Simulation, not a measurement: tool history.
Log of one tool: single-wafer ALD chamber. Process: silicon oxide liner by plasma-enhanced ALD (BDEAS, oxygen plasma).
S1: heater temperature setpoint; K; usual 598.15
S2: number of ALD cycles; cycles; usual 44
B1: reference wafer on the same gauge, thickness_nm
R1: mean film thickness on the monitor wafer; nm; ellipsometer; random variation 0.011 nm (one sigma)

run     day      S1  S2     B1     R1
  1       0  598.15  44  4.448   3.98
  2     0.7  598.15  44  4.443  3.984
      1.608  -- gauge calibrated
  3   2.017  598.15  44  4.481  4.003
  4   3.425  598.15  46  4.469   4.17
  5   4.804  606.15  38  4.457   3.41
  6   6.208  588.15  44  4.452  4.046
  7   6.908  598.15  44   4.45  3.996
  8     7.5  598.15  44  4.448  3.969
  9   8.688  594.15  49  4.449  4.453
     10.083  -- thermocouple changed; heater temperature recalibrated
 10  10.238  607.15  52  4.446  4.619
 11  11.658  605.15  44  4.442  3.927
     12.529  -- gauge calibrated
 12  12.596  594.15  49  4.475  4.487
 13  13.521  598.15  39  4.468  3.529
 14  14.417  590.15  41  4.456  3.755
 15  15.304  610.15  37  4.452  3.277
 16  16.362  608.15  49  4.447  4.344
 17  17.025  606.15  44  4.441  3.928

Forecast each of these 5 alternatives for the next run:
  A  17.046  598.15  36   ?   ?
  B  17.046  587.15  52   ?   ?
  C  17.046  593.15  48   ?   ?
  D  17.046  602.15  47   ?   ?
  E  17.046  584.15  50   ?   ?

run    B1     R1
  A  4.44  3.263
  B  4.44  4.796
  C  4.44  4.386
  D  4.44  4.233
  E  4.44  4.634
Without the tool's hidden state the same runs would have given:
run     R1
  A  3.291
  B  4.837
  C  4.423
  D  4.269
  E  4.673
